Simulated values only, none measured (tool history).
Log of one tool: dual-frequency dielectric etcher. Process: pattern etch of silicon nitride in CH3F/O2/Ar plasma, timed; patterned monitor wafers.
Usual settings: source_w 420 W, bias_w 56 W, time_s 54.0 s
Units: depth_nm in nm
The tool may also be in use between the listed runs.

run	hour	source_w	bias_w	time_s	read-back reference wafer on the same gauge, depth_nm	depth_nm
1	0.0	420	56	54.0	29.28	34.83
2	39.8	420	56	54.0	29.29	34.86
3	74.2	420	56	54.0	29.30	34.75
4	132.4	420	56	54.0	29.30	34.77
5	175.6	420	56	54.0	29.30	34.70
6	199.9	420	56	59.0	29.30	37.85
7	241.8	420	56	59.0	29.29	37.84
# hour 266.1: bias power generator calibrated
8	291.0	420	56	49.5	29.30	31.72
# hour 326.9: gauge calibrated
# hour 341.0: wet clean of the chamber
9	341.5	420	56	54.0	29.30	35.31
10	382.8	420	56	49.5	29.30	32.17
# hour 408.4: source power generator calibrated
11	443.2	420	56	43.0	29.30	27.61
12	494.5	500	56	54.0	29.29	36.85
13	519.0	390	48	62.0	29.30	36.63
# hour 586.9: upper electrode replaced
14	587.4	420	56	54.0	29.30	34.47
15	650.8	330	52	62.5	29.30	35.58
16	702.9	320	69	38.0	29.30	23.53
# hour 773.6: wet clean of the chamber
17	774.1	420	52	54.0	29.31	33.99
18	798.2	450	69	44.5	29.30	31.81

The tool's hidden state at each run:
bias power that arrives over what is set, %: 0 in every run
gauge reads high (%): 0 in every run
H1: etch rate over this chamber's usual, %
H2: source power that arrives over what is set, %
run	H1	H2
1	-0.823	2.31
2	-0.996	2.47
3	-1.15	2.6
4	-1.4	2.85
5	-1.59	3.04
6	-1.69	3.14
7	-1.87	3.34
8	-2.09	3.57
9	-0.133	3.82
10	-0.312	4.03
11	-0.574	0.0845
12	-0.796	0.0955
13	-0.903	0.104
14	-1.2	0.139
15	-1.47	0.187
16	-1.7	0.237
17	0.0922	0.321
18	-0.0123	0.353
